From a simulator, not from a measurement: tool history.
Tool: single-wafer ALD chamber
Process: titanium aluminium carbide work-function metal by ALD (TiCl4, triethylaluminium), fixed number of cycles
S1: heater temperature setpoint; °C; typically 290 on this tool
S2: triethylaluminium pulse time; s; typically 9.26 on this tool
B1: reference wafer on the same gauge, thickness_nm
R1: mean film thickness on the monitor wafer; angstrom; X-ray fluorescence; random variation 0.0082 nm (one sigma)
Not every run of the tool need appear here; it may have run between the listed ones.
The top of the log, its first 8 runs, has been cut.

{"run": 9, "hour": 384.4, "S1": 290, "S2": 9.26, "B1": 2.311, "R1": 19.19}
{"hour": 405.4, "done": "gauge calibrated"}
{"run": 10, "hour": 416.6, "S1": 281, "S2": 12.15, "B1": 2.309, "R1": 19}
{"run": 11, "hour": 465.4, "S1": 281, "S2": 12.15, "B1": 2.309, "R1": 19}
{"hour": 514.0, "done": "thermocouple changed; heater temperature recalibrated"}
{"run": 12, "hour": 536.4, "S1": 281, "S2": 12.15, "B1": 2.31, "R1": 19.25}
{"run": 13, "hour": 601.0, "S1": 290, "S2": 9.26, "B1": 2.311, "R1": 19.33}
{"run": 14, "hour": 638.9, "S1": 290, "S2": 11.59, "B1": 2.311, "R1": 19.94}
{"run": 15, "hour": 679.7, "S1": 299, "S2": 11.01, "B1": 2.311, "R1": 20.63}
{"run": 16, "hour": 704.1, "S1": 278, "S2": 9.26, "B1": 2.31, "R1": 17.94}
{"hour": 726.1, "done": "triethylaluminium bottle replaced"}
{"run": 17, "hour": 751.0, "S1": 294, "S2": 9.26, "B1": 2.309, "R1": 20.46}
{"run": 18, "hour": 811.1, "S1": 283, "S2": 9.26, "B1": 2.308, "R1": 19.55}
{"hour": 845.4, "done": "showerhead replaced"}
{"run": 19, "hour": 851.4, "S1": 280, "S2": 11.2, "B1": 2.312, "R1": 19.6}
{"run": 20, "hour": 917.4, "S1": 290, "S2": 9.26, "B1": 2.308, "R1": 20.22}
{"run": 21, "hour": 972.1, "S1": 299, "S2": 12.51, "B1": 2.309, "R1": 21.5}
{"run": 22, "hour": 999.9, "S1": 290, "S2": 9.26, "B1": 2.31, "R1": 20.22}
{"run": 23, "hour": 1041.9, "S1": 278, "S2": 11.3, "B1": 2.309, "R1": 19.27}
{"run": 24, "hour": 1073.7, "S1": 290, "S2": 9.26, "B1": 2.311, "R1": 20.14}
{"run": 25, "hour": 1143.0, "S1": 280, "S2": 9.26, "B1": 2.31, "R1": 19.19}
{"run": 26, "hour": 1194.0, "S1": 283, "S2": 5.89, "B1": 2.311, "R1": 17.77}
{"run": 27, "hour": 1256.4, "S1": 302, "S2": 6.4, "B1": 2.308, "R1": 19.89}
{"run": 28, "hour": 1327.0, "S1": 290, "S2": 9.26, "B1": 2.31, "R1": 19.95}
{"run": 29, "hour": 1355.4, "S1": 283, "S2": 6.71, "B1": 2.308, "R1": 18.27}
{"run": 30, "hour": 1390.4, "S1": 298, "S2": 7.54, "B1": 2.311, "R1": 20.17}
{"run": 31, "hour": 1435.7, "S1": 280, "S2": 9.26, "B1": 2.309, "R1": 18.92}
{"hour": 1457.6, "done": "gauge calibrated"}
{"run": 32, "hour": 1494.8, "S1": 297, "S2": 6.78, "B1": 2.31, "R1": 19.41}

What if the next run were any one of these 5? Each begins from the tool's condition after run 32:
{"run": "A", "hour": 1495.2, "S1": 290, "S2": 9.26, "B1": "?", "R1": "?"}
{"run": "B", "hour": 1495.2, "S1": 290, "S2": 11.62, "B1": "?", "R1": "?"}
{"run": "C", "hour": 1495.2, "S1": 280, "S2": 10.32, "B1": "?", "R1": "?"}
{"run": "D", "hour": 1495.2, "S1": 300, "S2": 7.12, "B1": "?", "R1": "?"}
{"run": "E", "hour": 1495.2, "S1": 279, "S2": 9.26, "B1": "?", "R1": "?"}

run=A B1=2.309 R1=19.82
run=B B1=2.309 R1=20.33
run=C B1=2.309 R1=19.1
run=D B1=2.309 R1=19.86
run=E B1=2.309 R1=18.75
Take away the tool's hidden state, keep each run's random variation, and the runs would have read:
run=A R1=20.03
run=B R1=20.48
run=C R1=19.27
run=D R1=20.15
run=E R1=18.94
